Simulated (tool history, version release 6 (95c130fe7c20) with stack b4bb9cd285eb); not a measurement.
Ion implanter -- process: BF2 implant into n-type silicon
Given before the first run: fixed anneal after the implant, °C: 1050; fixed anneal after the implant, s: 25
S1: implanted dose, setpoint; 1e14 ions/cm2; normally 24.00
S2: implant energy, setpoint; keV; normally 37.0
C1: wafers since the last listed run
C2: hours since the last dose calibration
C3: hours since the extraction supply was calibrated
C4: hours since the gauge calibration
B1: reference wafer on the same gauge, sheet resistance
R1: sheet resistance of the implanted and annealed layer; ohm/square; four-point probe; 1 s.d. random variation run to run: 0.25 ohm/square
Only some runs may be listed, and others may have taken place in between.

Run 1, hour 0.0: usual settings but S2 34.0 keV; C1 0; C2 142.3; C3 464.9; C4 495.8; B1 96.16. Result: R1 84.99 ohm/square.
Run 2, hour 70.8: usual settings but S1 18.66 1e14 ions/cm2, S2 42.0 keV; C1 1046; C2 213.1; C3 535.7; C4 566.6; B1 96.14. Result: R1 84.30 ohm/square.
Run 3, hour 178.2: usual settings but S1 18.66 1e14 ions/cm2, S2 42.0 keV; C1 1587; C2 320.5; C3 643.1; C4 674.0; B1 96.19. Result: R1 83.69 ohm/square.
Run 4, hour 232.7: usual settings but S1 18.66 1e14 ions/cm2, S2 42.0 keV; C1 805; C2 375.0; C3 697.6; C4 728.5; B1 96.15. Result: R1 83.77 ohm/square.
Run 5, hour 305.5: usual settings; C1 1076; C2 447.8; C3 770.4; C4 801.3; B1 96.07. Result: R1 81.87 ohm/square.
Run 6, hour 405.1: usual settings; C1 1472; C2 547.4; C3 870.0; C4 900.9; B1 96.07. Result: R1 81.82 ohm/square.
Run 7, hour 512.1: usual settings; C1 1581; C2 654.4; C3 977.0; C4 1007.9; B1 96.11. Result: R1 82.05 ohm/square.
Run 8, hour 573.9: usual settings; C1 913; C2 716.2; C3 1038.8; C4 1069.7; B1 96.03. Result: R1 81.79 ohm/square.
Run 9, hour 630.5: usual settings but S2 40.0 keV; C1 836; C2 772.8; C3 1095.4; C4 1126.3; B1 96.09. Result: R1 79.66 ohm/square.
Run 10, hour 703.3: usual settings but S2 40.0 keV; C1 1076; C2 845.6; C3 1168.2; C4 1199.1; B1 96.05. Result: R1 79.28 ohm/square.
Run 11, hour 980.8: usual settings but S2 40.0 keV; C1 4102; C2 1123.1; C3 1445.7; C4 1476.6; B1 96.20. Result: R1 79.08 ohm/square.
Run 12, hour 1075.5: usual settings but S1 27.69 1e14 ions/cm2; C1 1400; C2 1217.8; C3 1540.4; C4 1571.3; B1 96.10. Result: R1 79.66 ohm/square.
Run 13, hour 1162.3: usual settings but S1 27.69 1e14 ions/cm2; C1 1283; C2 1304.6; C3 1627.2; C4 1658.1; B1 96.06. Result: R1 79.35 ohm/square.
Run 14, hour 1256.0: usual settings but S1 27.74 1e14 ions/cm2, S2 28.5 keV; C1 1385; C2 1398.3; C3 1720.9; C4 1751.8; B1 96.07. Result: R1 87.93 ohm/square.
At hour 1347.5: extraction supply calibrated.
Run 15, hour 1356.6: usual settings but S1 17.15 1e14 ions/cm2, S2 26.5 keV; C1 1369; C2 1498.9; C3 9.1; C4 1852.4; B1 96.16. Result: R1 100.80 ohm/square.
Run 16, hour 1459.8: usual settings but S1 18.41 1e14 ions/cm2, S2 46.0 keV; C1 1525; C2 1602.1; C3 112.3; C4 1955.6; B1 96.12. Result: R1 82.63 ohm/square.
Run 17, hour 1560.9: usual settings but S1 30.98 1e14 ions/cm2, S2 47.0 keV; C1 1494; C2 1703.2; C3 213.4; C4 2056.7; B1 96.09. Result: R1 71.29 ohm/square.
Run 18, hour 1617.9: usual settings but S1 16.84 1e14 ions/cm2; C1 842; C2 1760.2; C3 270.4; C4 2113.7; B1 96.07. Result: R1 91.24 ohm/square.
Run 19, hour 1682.9: usual settings but S1 27.60 1e14 ions/cm2, S2 46.5 keV; C1 960; C2 1825.2; C3 335.4; C4 2178.7; B1 96.10. Result: R1 72.43 ohm/square.
At hour 1839.9: gauge calibrated.
At hour 1856.2: Faraday cup replaced and dose calibrated.
Run 20, hour 1939.3: usual settings but S1 21.25 1e14 ions/cm2, S2 24.5 keV; C1 3672; C2 83.1; C3 591.8; C4 99.4; B1 95.98. Result: R1 97.65 ohm/square.
Run 21, hour 2008.4: usual settings but S1 17.00 1e14 ions/cm2, S2 49.5 keV; C1 1021; C2 152.2; C3 660.9; C4 168.5; B1 95.99. Result: R1 82.81 ohm/square.
Run 22, hour 2109.8: usual settings; C1 1499; C2 253.6; C3 762.3; C4 269.9; B1 96.10. Result: R1 82.17 ohm/square.
Run 23, hour 2202.8: usual settings but S1 27.60 1e14 ions/cm2, S2 46.5 keV; C1 1374; C2 346.6; C3 855.3; C4 362.9; B1 96.02. Result: R1 72.26 ohm/square.
Run 24, hour 2272.6: usual settings but S1 21.67 1e14 ions/cm2, S2 31.5 keV; C1 1031; C2 416.4; C3 925.1; C4 432.7; B1 96.01. Result: R1 88.65 ohm/square.
Run 25, hour 2334.4: usual settings but S1 28.74 1e14 ions/cm2, S2 24.0 keV; C1 913; C2 478.2; C3 986.9; C4 494.5; B1 96.10. Result: R1 93.42 ohm/square.
Run 26, hour 2405.9: usual settings but S1 28.75 1e14 ions/cm2, S2 26.5 keV; C1 1057; C2 549.7; C3 1058.4; C4 566.0; B1 96.11. Result: R1 90.16 ohm/square.
Run 27, hour 2473.5: usual settings but S1 30.98 1e14 ions/cm2, S2 47.0 keV; C1 999; C2 617.3; C3 1126.0; C4 633.6; B1 96.09. Result: R1 70.09 ohm/square.
Run 28, hour 2541.8: usual settings but S1 19.37 1e14 ions/cm2, S2 47.0 keV; C1 1009; C2 685.6; C3 1194.3; C4 701.9; B1 96.12. Result: R1 79.90 ohm/square.
Run 29, hour 2610.1: usual settings but S1 18.83 1e14 ions/cm2, S2 25.0 keV; C1 1009; C2 753.9; C3 1262.6; C4 770.2; B1 96.11. Result: R1 98.81 ohm/square.

Consider 4 possible next runs. They are alternatives, not a sequence: every one starts from the tool as it was left by run 29. What does each give?
Run A, hour 2610.5: usual settings but S2 43.5 keV; C1 5; C2 754.3; C3 1263.0; C4 770.6; B1 ?. Result: R1 ?.
Run B, hour 2610.5: usual settings but S2 31.5 keV; C1 5; C2 754.3; C3 1263.0; C4 770.6; B1 ?. Result: R1 ?.
Run C, hour 2610.5: usual settings but S1 19.85 1e14 ions/cm2, S2 48.5 keV; C1 5; C2 754.3; C3 1263.0; C4 770.6; B1 ?. Result: R1 ?.
Run D, hour 2610.5: usual settings but S1 21.96 1e14 ions/cm2, S2 49.0 keV; C1 5; C2 754.3; C3 1263.0; C4 770.6; B1 ?. Result: R1 ?.

run     B1     R1
  A  96.12  76.80
  B  96.12  87.12
  C  96.12  78.24
  D  96.12  75.10
With the hidden condition removed and each run's random variation left untouched, the same runs would have given:
run     R1
  A  77.90
  B  88.21
  C  79.18
  D  76.12
